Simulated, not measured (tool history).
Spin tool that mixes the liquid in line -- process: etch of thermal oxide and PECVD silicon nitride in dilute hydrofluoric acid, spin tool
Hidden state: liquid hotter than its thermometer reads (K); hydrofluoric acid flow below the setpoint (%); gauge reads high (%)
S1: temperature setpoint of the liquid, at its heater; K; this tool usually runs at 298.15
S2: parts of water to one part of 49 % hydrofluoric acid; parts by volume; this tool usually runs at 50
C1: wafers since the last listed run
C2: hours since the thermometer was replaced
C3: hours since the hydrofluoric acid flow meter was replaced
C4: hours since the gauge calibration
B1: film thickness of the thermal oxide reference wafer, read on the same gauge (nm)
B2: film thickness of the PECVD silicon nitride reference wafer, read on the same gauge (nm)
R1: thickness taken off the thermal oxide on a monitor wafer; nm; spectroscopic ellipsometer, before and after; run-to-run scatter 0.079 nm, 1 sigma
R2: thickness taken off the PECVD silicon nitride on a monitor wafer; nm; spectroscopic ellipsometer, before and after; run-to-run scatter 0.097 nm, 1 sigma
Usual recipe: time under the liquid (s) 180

Run 1, hour 0: usual settings but time under the liquid (s) 200; C1 0; C2 2123.3; C3 1258.8; C4 736.9; B1 90.01; B2 129.99. Result: R1 23.6 nm, R2 13.73 nm.
Run 2, hour 34.8: usual settings but time under the liquid (s) 200; C1 270; C2 2158.1; C3 1293.6; C4 771.7; B1 90.01; B2 129.99. Result: R1 23.38 nm, R2 13.88 nm.
Run 3, hour 63.1: usual settings; C1 220; C2 2186.4; C3 1321.9; C4 800; B1 90.01; B2 129.98. Result: R1 21.27 nm, R2 12.46 nm.
Run 4, hour 87.9: usual settings; C1 192; C2 2211.2; C3 1346.7; C4 824.8; B1 89.97; B2 129.99. Result: R1 21.07 nm, R2 12.61 nm.
Run 5, hour 108.9: usual settings but S1 296.15 K, time under the liquid (s) 245; C1 163; C2 2232.2; C3 1367.7; C4 845.8; B1 90.02; B2 130.02. Result: R1 26.69 nm, R2 14.99 nm.
Run 6, hour 121: usual settings but S1 296.15 K, time under the liquid (s) 245; C1 94; C2 2244.3; C3 1379.8; C4 857.9; B1 89.97; B2 130. Result: R1 26.57 nm, R2 14.95 nm.
Run 7, hour 151: usual settings; C1 233; C2 2274.3; C3 1409.8; C4 887.9; B1 90; B2 130.02. Result: R1 21.21 nm, R2 12.57 nm.
Run 8, hour 182: usual settings; C1 241; C2 2305.3; C3 1440.8; C4 918.9; B1 90.04; B2 130.02. Result: R1 21.12 nm, R2 12.52 nm.
Run 9, hour 214: usual settings but time under the liquid (s) 200; C1 248; C2 2337.3; C3 1472.8; C4 950.9; B1 90.03; B2 130.03. Result: R1 23.62 nm, R2 13.84 nm.
Run 10, hour 231.7: usual settings but S1 302.15 K, time under the liquid (s) 110; C1 137; C2 2355; C3 1490.5; C4 968.6; B1 90; B2 130.01. Result: R1 15.21 nm, R2 9.83 nm.
Run 11, hour 267.3: usual settings but S1 294.65 K, S2 35 parts by volume, time under the liquid (s) 230; C1 276; C2 2390.6; C3 1526.1; C4 1004.2; B1 90; B2 129.99. Result: R1 34.08 nm, R2 18.03 nm.
At hour 280.5: hydrofluoric acid flow meter replaced.
Run 12, hour 288.1: usual settings; C1 154; C2 2411.4; C3 7.6; C4 1025; B1 90; B2 130.03. Result: R1 22.32 nm, R2 13.18 nm.
Run 13, hour 317.4: usual settings; C1 227; C2 2440.7; C3 36.9; C4 1054.3; B1 89.98; B2 130. Result: R1 22.23 nm, R2 13.19 nm.
Run 14, hour 371.5: usual settings but time under the liquid (s) 130; C1 420; C2 2494.8; C3 91; C4 1108.4; B1 90; B2 130.02. Result: R1 16.1 nm, R2 9.47 nm.
At hour 401.2: gauge calibrated.
Run 15, hour 403.1: usual settings but S1 293.15 K, S2 40 parts by volume; C1 245; C2 2526.4; C3 122.6; C4 1.9; B1 90.02; B2 130.01. Result: R1 22.98 nm, R2 11.75 nm.
At hour 406.4: thermometer replaced.
Run 16, hour 436.7: usual settings but S1 301.65 K, S2 40 parts by volume, time under the liquid (s) 280; C1 253; C2 30.3; C3 156.2; C4 35.5; B1 90.01; B2 130. Result: R1 46.41 nm, R2 27.71 nm.
Run 17, hour 460.6: usual settings but S1 302.15 K, S2 65 parts by volume; C1 185; C2 54.2; C3 180.1; C4 59.4; B1 89.98; B2 130.03. Result: R1 18.1 nm, R2 11.59 nm.
Run 18, hour 482.4: usual settings but S2 60 parts by volume, time under the liquid (s) 75; C1 169; C2 76; C3 201.9; C4 81.2; B1 90.02; B2 130. Result: R1 7.02 nm, R2 4.04 nm.
Run 19, hour 506.7: usual settings but S1 294.15 K, S2 40 parts by volume; C1 189; C2 100.3; C3 226.2; C4 105.5; B1 89.99; B2 130. Result: R1 22.01 nm, R2 10.8 nm.
Run 20, hour 541.8: usual settings but S1 301.15 K, S2 55 parts by volume, time under the liquid (s) 75; C1 273; C2 135.4; C3 261.3; C4 140.6; B1 90.02; B2 130.02. Result: R1 8.66 nm, R2 5.34 nm.
Run 21, hour 571.3: usual settings but S1 301.15 K, S2 35 parts by volume, time under the liquid (s) 90; C1 229; C2 164.9; C3 290.8; C4 170.1; B1 90; B2 129.97. Result: R1 16.84 nm, R2 9.9 nm.
Run 22, hour 596.2: usual settings; C1 193; C2 189.8; C3 315.7; C4 195; B1 90; B2 130.02. Result: R1 20.35 nm, R2 11.63 nm.
Run 23, hour 626.4: usual settings but S1 296.65 K, S2 65 parts by volume; C1 234; C2 220; C3 345.9; C4 225.2; B1 89.97; B2 129.98. Result: R1 14.52 nm, R2 8.04 nm.
Run 24, hour 657.6: usual settings but S1 303.15 K; C1 242; C2 251.2; C3 377.1; C4 256.4; B1 90; B2 130.01. Result: R1 24.97 nm, R2 16.24 nm.
Run 25, hour 686.9: usual settings but S1 302.15 K, S2 65 parts by volume; C1 227; C2 280.5; C3 406.4; C4 285.7; B1 89.98; B2 129.99. Result: R1 18.14 nm, R2 11.5 nm.
Run 26, hour 708.4: usual settings but S1 303.15 K, time under the liquid (s) 95; C1 167; C2 302; C3 427.9; C4 307.2; B1 89.99; B2 129.98. Result: R1 13.14 nm, R2 8.45 nm.

State the hidden condition of the tool at each of the runs:
gauge reads high (%): 0 across all the runs
H1: liquid hotter than its thermometer reads (K)
H2: hydrofluoric acid flow below the setpoint (%)
run     H1     H2
  1   2.03   4.33
  2   2.06   4.45
  3   2.09   4.54
  4   2.11   4.62
  5   2.13   4.69
  6   2.14   4.73
  7   2.16   4.83
  8   2.19   4.93
  9   2.22   5.03
 10   2.23   5.09
 11   2.26   5.21
 12   2.28  0.819
 13   2.31  0.915
 14   2.36   1.09
 15   2.38    1.2
 16  0.305   1.31
 17  0.326   1.38
 18  0.344   1.46
 19  0.366   1.53
 20  0.396   1.65
 21  0.422   1.75
 22  0.443   1.83
 23   0.47   1.93
 24  0.497   2.03
 25  0.522   2.12
 26  0.541   2.19
